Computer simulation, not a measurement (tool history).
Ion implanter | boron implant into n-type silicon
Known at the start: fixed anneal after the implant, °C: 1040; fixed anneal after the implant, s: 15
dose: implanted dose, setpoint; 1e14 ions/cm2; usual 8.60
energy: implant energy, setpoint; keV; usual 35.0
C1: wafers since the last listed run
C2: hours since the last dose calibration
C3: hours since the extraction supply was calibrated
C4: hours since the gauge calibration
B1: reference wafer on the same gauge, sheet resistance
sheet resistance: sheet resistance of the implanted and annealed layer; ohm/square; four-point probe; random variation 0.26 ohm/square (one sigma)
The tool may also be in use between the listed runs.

run 1 hour=0.0 | dose=9.56 energy=35.0 | C1=0 C2=1907.9 C3=1812.9 C4=1657.3 | B1=147.92 | sheet_resistance=113.10
run 2 hour=64.9 | dose=9.12 energy=35.0 | C1=1063 C2=1972.8 C3=1877.8 C4=1722.2 | B1=147.90 | sheet_resistance=117.82
run 3 hour=96.9 | dose=9.12 energy=35.0 | C1=524 C2=2004.8 C3=1909.8 C4=1754.2 | B1=147.94 | sheet_resistance=117.86
run 4 hour=167.7 | dose=7.48 energy=43.0 | C1=1160 C2=2075.6 C3=1980.6 C4=1825.0 | B1=147.89 | sheet_resistance=136.22
run 5 hour=210.0 | dose=7.48 energy=43.0 | C1=693 C2=2117.9 C3=2022.9 C4=1867.3 | B1=147.91 | sheet_resistance=135.92
-- hour=254.5 Faraday cup replaced and dose calibrated
run 6 hour=311.4 | dose=7.48 energy=43.0 | C1=1531 C2=56.9 C3=2124.3 C4=1968.7 | B1=147.88 | sheet_resistance=136.38
run 7 hour=380.7 | dose=8.60 energy=41.0 | C1=1136 C2=126.2 C3=2193.6 C4=2038.0 | B1=147.83 | sheet_resistance=122.27
run 8 hour=440.7 | dose=8.60 energy=41.0 | C1=983 C2=186.2 C3=2253.6 C4=2098.0 | B1=147.83 | sheet_resistance=122.20
run 9 hour=579.8 | dose=8.60 energy=35.0 | C1=2280 C2=325.3 C3=2392.7 C4=2237.1 | B1=147.83 | sheet_resistance=123.54
run 10 hour=614.5 | dose=8.60 energy=35.0 | C1=568 C2=360.0 C3=2427.4 C4=2271.8 | B1=147.84 | sheet_resistance=123.78
run 11 hour=648.8 | dose=8.60 energy=35.0 | C1=562 C2=394.3 C3=2461.7 C4=2306.1 | B1=147.88 | sheet_resistance=123.90
run 12 hour=680.3 | dose=8.60 energy=35.0 | C1=516 C2=425.8 C3=2493.2 C4=2337.6 | B1=147.86 | sheet_resistance=123.51
-- hour=702.8 gauge calibrated
run 13 hour=739.3 | dose=8.60 energy=35.0 | C1=967 C2=484.8 C3=2552.2 C4=36.5 | B1=150.19 | sheet_resistance=125.56
run 14 hour=802.1 | dose=6.78 energy=43.5 | C1=1029 C2=547.6 C3=2615.0 C4=99.3 | B1=150.05 | sheet_resistance=149.63
run 15 hour=857.7 | dose=8.60 energy=35.0 | C1=911 C2=603.2 C3=2670.6 C4=154.9 | B1=149.83 | sheet_resistance=125.59
run 16 hour=907.4 | dose=8.60 energy=35.0 | C1=814 C2=652.9 C3=2720.3 C4=204.6 | B1=149.81 | sheet_resistance=125.19
-- hour=953.8 extraction supply calibrated
run 17 hour=962.2 | dose=6.97 energy=42.5 | C1=767 C2=707.7 C3=8.4 C4=259.4 | B1=149.60 | sheet_resistance=146.66
run 18 hour=997.4 | dose=11.00 energy=38.5 | C1=577 C2=742.9 C3=43.6 C4=294.6 | B1=149.54 | sheet_resistance=101.24
run 19 hour=1022.1 | dose=11.06 energy=38.0 | C1=404 C2=767.6 C3=68.3 C4=319.3 | B1=149.51 | sheet_resistance=101.24
run 20 hour=1066.1 | dose=8.60 energy=35.0 | C1=721 C2=811.6 C3=112.3 C4=363.3 | B1=149.45 | sheet_resistance=124.87
run 21 hour=1136.1 | dose=8.60 energy=29.0 | C1=1147 C2=881.6 C3=182.3 C4=433.3 | B1=149.24 | sheet_resistance=127.19
run 22 hour=1165.6 | dose=8.60 energy=35.0 | C1=483 C2=911.1 C3=211.8 C4=462.8 | B1=149.32 | sheet_resistance=124.64
run 23 hour=1225.8 | dose=8.60 energy=35.0 | C1=986 C2=971.3 C3=272.0 C4=523.0 | B1=149.12 | sheet_resistance=124.66
run 24 hour=1282.8 | dose=7.10 energy=43.5 | C1=934 C2=1028.3 C3=329.0 C4=580.0 | B1=149.08 | sheet_resistance=143.18
run 25 hour=1347.5 | dose=6.05 energy=27.5 | C1=1060 C2=1093.0 C3=393.7 C4=644.7 | B1=148.92 | sheet_resistance=170.63
run 26 hour=1407.4 | dose=7.36 energy=42.0 | C1=982 C2=1152.9 C3=453.6 C4=704.6 | B1=148.96 | sheet_resistance=139.12
run 27 hour=1456.3 | dose=9.89 energy=44.5 | C1=801 C2=1201.8 C3=502.5 C4=753.5 | B1=148.90 | sheet_resistance=109.17
run 28 hour=1484.1 | dose=11.00 energy=25.5 | C1=455 C2=1229.6 C3=530.3 C4=781.3 | B1=148.86 | sheet_resistance=103.73
run 29 hour=1541.6 | dose=9.84 energy=35.0 | C1=942 C2=1287.1 C3=587.8 C4=838.8 | B1=148.73 | sheet_resistance=111.14
run 30 hour=1597.3 | dose=6.62 energy=26.0 | C1=913 C2=1342.8 C3=643.5 C4=894.5 | B1=148.71 | sheet_resistance=158.76
run 31 hour=1657.1 | dose=8.60 energy=35.0 | C1=980 C2=1402.6 C3=703.3 C4=954.3 | B1=148.56 | sheet_resistance=124.46
run 32 hour=1740.3 | dose=6.99 energy=46.0 | C1=1364 C2=1485.8 C3=786.5 C4=1037.5 | B1=148.63 | sheet_resistance=143.37
run 33 hour=1779.0 | dose=9.30 energy=35.0 | C1=634 C2=1524.5 C3=825.2 C4=1076.2 | B1=148.60 | sheet_resistance=116.47
run 34 hour=1827.3 | dose=7.90 energy=40.0 | C1=791 C2=1572.8 C3=873.5 C4=1124.5 | B1=148.62 | sheet_resistance=131.63
run 35 hour=1857.5 | dose=8.60 energy=35.0 | C1=495 C2=1603.0 C3=903.7 C4=1154.7 | B1=148.59 | sheet_resistance=124.18
run 36 hour=1900.8 | dose=8.60 energy=43.0 | C1=709 C2=1646.3 C3=947.0 C4=1198.0 | B1=148.55 | sheet_resistance=121.83
run 37 hour=1941.2 | dose=8.60 energy=40.5 | C1=662 C2=1686.7 C3=987.4 C4=1238.4 | B1=148.62 | sheet_resistance=122.61

Hidden state at the last listed run before each entry between runs and at the first one after, where it differs:
Between runs 5 and 6: Faraday cup replaced and dose calibrated (hour 254.5)
  gauge reads high (%): -1.41 -> -1.42
  measured less the result without the state, sheet resistance: -1.94 -> -1.96 ohm/square
Between runs 12 and 13: gauge calibrated (hour 702.8)
  gauge reads high (%): -1.46 -> 0.129
  measured less the result without the state, sheet resistance: -1.82 -> +0.16 ohm/square
Between runs 16 and 17: extraction supply calibrated (hour 953.8)
  gauge reads high (%): -0.168 -> -0.25
  measured less the result without the state, sheet resistance: -0.21 -> -0.37 ohm/square
